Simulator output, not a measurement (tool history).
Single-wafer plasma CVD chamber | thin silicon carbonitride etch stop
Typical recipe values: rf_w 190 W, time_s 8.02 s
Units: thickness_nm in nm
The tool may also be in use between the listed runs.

run   hour  rf_w  time_s  read-back reference wafer on the same gauge, thickness_nm  thickness_nm
  1      0   190    8.02                                                       4.13         4.221
  2    9.8   190    8.02                                                      4.132         4.211
  3   25.1   190    8.37                                                      4.131         4.389
  4   32.8   190    8.37                                                      4.131         4.388
  5     42   190    8.37                                                      4.132         4.396
  6   57.3   190    8.02                                                      4.129         4.199
  7   63.9   190    8.02                                                       4.13         4.202
  8   70.1   190    9.19                                                      4.134         4.814
  9   83.6   190    8.02                                                      4.126           4.2
 10   99.3   190    8.02                                                      4.133         4.213
 11  114.1   190    8.02                                                       4.13           4.2
 12  124.2   190    8.02                                                      4.128         4.196
 13  138.4   190    8.02                                                      4.132         4.199
 14  156.3   190    8.02                                                      4.131         4.201
     170.2  -- thermocouple changed; heater temperature recalibrated
 15  171.3   180    7.12                                                      4.133         3.656
     173.2  -- gauge calibrated
 16  179.1   215    8.02                                                      4.132         4.406
     199.4  -- showerhead replaced
 17  199.9   210    6.91                                                      4.127         3.746
 18  202.4   170    9.43                                                       4.13         4.738
 19  219.8   175    8.02                                                       4.13          4.07
 20  227.4   190    8.02                                                      4.128         4.198
     238.6  -- RF generator calibrated
 21  239.1   190    8.02                                                      4.132         4.329
 22  288.8   190    8.02                                                       4.13         4.308
 23  298.9   220    6.55                                                      4.129         3.711
 24  330.3   170    8.68                                                      4.129         4.473
 25  339.6   200    8.89                                                      4.129          4.87
 26  350.6   190    9.19                                                      4.131          4.95
 27    365   225    6.57                                                      4.133         3.748
 28  378.7   155    9.16                                                      4.132         4.555
 29  391.1   190    8.02                                                      4.128         4.315

Here are 3 independent what-if runs from the current tool condition. What would each one return?
  A  391.5   190     7.6                                                          ?             ?
  B  391.5   205    9.12                                                          ?             ?
  C  391.5   170    7.31                                                          ?             ?

run  read-back reference wafer on the same gauge, thickness_nm  thickness_nm
  A                                                      4.128         4.089
  B                                                      4.128         5.046
  C                                                      4.128         3.772
Stripped of hidden state, with their random variation kept, the same runs would have yielded:
run  thickness_nm
  A         4.103
  B         5.062
  C         3.784

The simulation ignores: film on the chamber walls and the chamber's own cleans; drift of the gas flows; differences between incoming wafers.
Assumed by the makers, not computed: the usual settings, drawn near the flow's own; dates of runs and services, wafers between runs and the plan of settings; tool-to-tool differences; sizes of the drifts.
